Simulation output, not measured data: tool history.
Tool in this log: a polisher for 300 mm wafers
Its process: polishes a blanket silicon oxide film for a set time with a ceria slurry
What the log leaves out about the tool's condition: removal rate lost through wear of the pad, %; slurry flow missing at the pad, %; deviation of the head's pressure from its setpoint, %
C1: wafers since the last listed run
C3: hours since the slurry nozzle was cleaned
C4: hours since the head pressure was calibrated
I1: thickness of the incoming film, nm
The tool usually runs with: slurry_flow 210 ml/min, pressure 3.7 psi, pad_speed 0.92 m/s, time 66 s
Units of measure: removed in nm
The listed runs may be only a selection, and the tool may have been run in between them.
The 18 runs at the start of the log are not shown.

run 19 hour=241.8 | slurry_flow=210 pressure=3.7 pad_speed=0.92 time=66 | C1=174 wafers_polished_on_this_pad=233 C3=50.3 C4=64.0 | I1=921.6 | removed=301.8
run 20 hour=249.3 | slurry_flow=210 pressure=3.7 pad_speed=1.00 time=66 | C1=89 wafers_polished_on_this_pad=322 C3=57.8 C4=71.5 | I1=909.8 | removed=327.4
run 21 hour=261.3 | slurry_flow=145 pressure=4.9 pad_speed=1.04 time=73 | C1=143 wafers_polished_on_this_pad=466 C3=69.8 C4=83.5 | I1=910.9 | removed=457.0
run 22 hour=274.8 | slurry_flow=210 pressure=3.7 pad_speed=0.92 time=66 | C1=161 wafers_polished_on_this_pad=628 C3=83.3 C4=97.0 | I1=917.0 | removed=293.9
run 23 hour=286.7 | slurry_flow=175 pressure=2.9 pad_speed=1.18 time=49 | C1=142 wafers_polished_on_this_pad=770 C3=95.2 C4=108.9 | I1=920.6 | removed=227.0
-- hour=315.9 worn pad replaced by a new one
run 24 hour=317.3 | slurry_flow=145 pressure=3.7 pad_speed=1.06 time=66 | C1=318 wafers_polished_on_this_pad=16 C3=125.8 C4=139.5 | I1=917.6 | removed=329.3
run 25 hour=333.5 | slurry_flow=160 pressure=3.1 pad_speed=1.10 time=85 | C1=193 wafers_polished_on_this_pad=210 C3=142.0 C4=155.7 | I1=925.4 | removed=397.7
run 26 hour=343.1 | slurry_flow=210 pressure=4.1 pad_speed=0.92 time=43 | C1=114 wafers_polished_on_this_pad=325 C3=151.6 C4=165.3 | I1=911.9 | removed=214.3
run 27 hour=353.0 | slurry_flow=210 pressure=3.7 pad_speed=0.92 time=66 | C1=118 wafers_polished_on_this_pad=443 C3=161.5 C4=175.2 | I1=914.9 | removed=293.9
run 28 hour=367.3 | slurry_flow=240 pressure=3.7 pad_speed=1.16 time=66 | C1=171 wafers_polished_on_this_pad=614 C3=175.8 C4=189.5 | I1=923.0 | removed=383.1
run 29 hour=379.5 | slurry_flow=210 pressure=3.7 pad_speed=0.92 time=66 | C1=146 wafers_polished_on_this_pad=760 C3=188.0 C4=201.7 | I1=905.7 | removed=295.1
run 30 hour=391.3 | slurry_flow=210 pressure=3.7 pad_speed=0.92 time=66 | C1=141 wafers_polished_on_this_pad=902 C3=199.8 C4=213.5 | I1=923.4 | removed=287.6
run 31 hour=408.3 | slurry_flow=210 pressure=2.5 pad_speed=0.92 time=57 | C1=203 wafers_polished_on_this_pad=1105 C3=216.8 C4=230.5 | I1=911.0 | removed=180.1
run 32 hour=416.8 | slurry_flow=185 pressure=3.7 pad_speed=0.84 time=66 | C1=101 wafers_polished_on_this_pad=1207 C3=225.3 C4=239.0 | I1=919.9 | removed=249.5
run 33 hour=426.3 | slurry_flow=135 pressure=3.7 pad_speed=0.92 time=66 | C1=113 wafers_polished_on_this_pad=1321 C3=234.8 C4=248.5 | I1=908.3 | removed=270.5
-- hour=430.9 worn pad replaced by a new one
run 34 hour=441.2 | slurry_flow=210 pressure=3.7 pad_speed=0.92 time=66 | C1=130 wafers_polished_on_this_pad=123 C3=249.7 C4=263.4 | I1=921.3 | removed=304.6
run 35 hour=453.1 | slurry_flow=155 pressure=3.7 pad_speed=0.92 time=83 | C1=142 wafers_polished_on_this_pad=265 C3=261.6 C4=275.3 | I1=912.9 | removed=368.7
run 36 hour=496.1 | slurry_flow=210 pressure=2.5 pad_speed=0.70 time=66 | C1=514 wafers_polished_on_this_pad=780 C3=304.6 C4=318.3 | I1=922.8 | removed=161.7

Alternative continuations, all from the tool just after run 36; predict every row:
run A hour=496.6 | slurry_flow=210 pressure=3.7 pad_speed=0.92 time=66 | C1=5 wafers_polished_on_this_pad=786 C3=305.1 C4=318.8 | I1=898.2 | removed=?
run B hour=496.6 | slurry_flow=155 pressure=4.4 pad_speed=0.62 time=82 | C1=5 wafers_polished_on_this_pad=786 C3=305.1 C4=318.8 | I1=898.2 | removed=?
run C hour=496.6 | slurry_flow=210 pressure=2.6 pad_speed=0.74 time=59 | C1=5 wafers_polished_on_this_pad=786 C3=305.1 C4=318.8 | I1=898.2 | removed=?
run D hour=496.6 | slurry_flow=170 pressure=3.7 pad_speed=0.76 time=66 | C1=5 wafers_polished_on_this_pad=786 C3=305.1 C4=318.8 | I1=898.2 | removed=?
run E hour=496.6 | slurry_flow=155 pressure=3.7 pad_speed=0.62 time=66 | C1=5 wafers_polished_on_this_pad=786 C3=305.1 C4=318.8 | I1=898.2 | removed=?

run=A removed=292.5
run=B removed=276.2
run=C removed=157.8
run=D removed=237.1
run=E removed=191.8
With no hidden state in the tool, these same runs would have given:
run=A removed=301.6
run=B removed=284.7
run=C removed=162.7
run=D removed=244.5
run=E removed=197.7
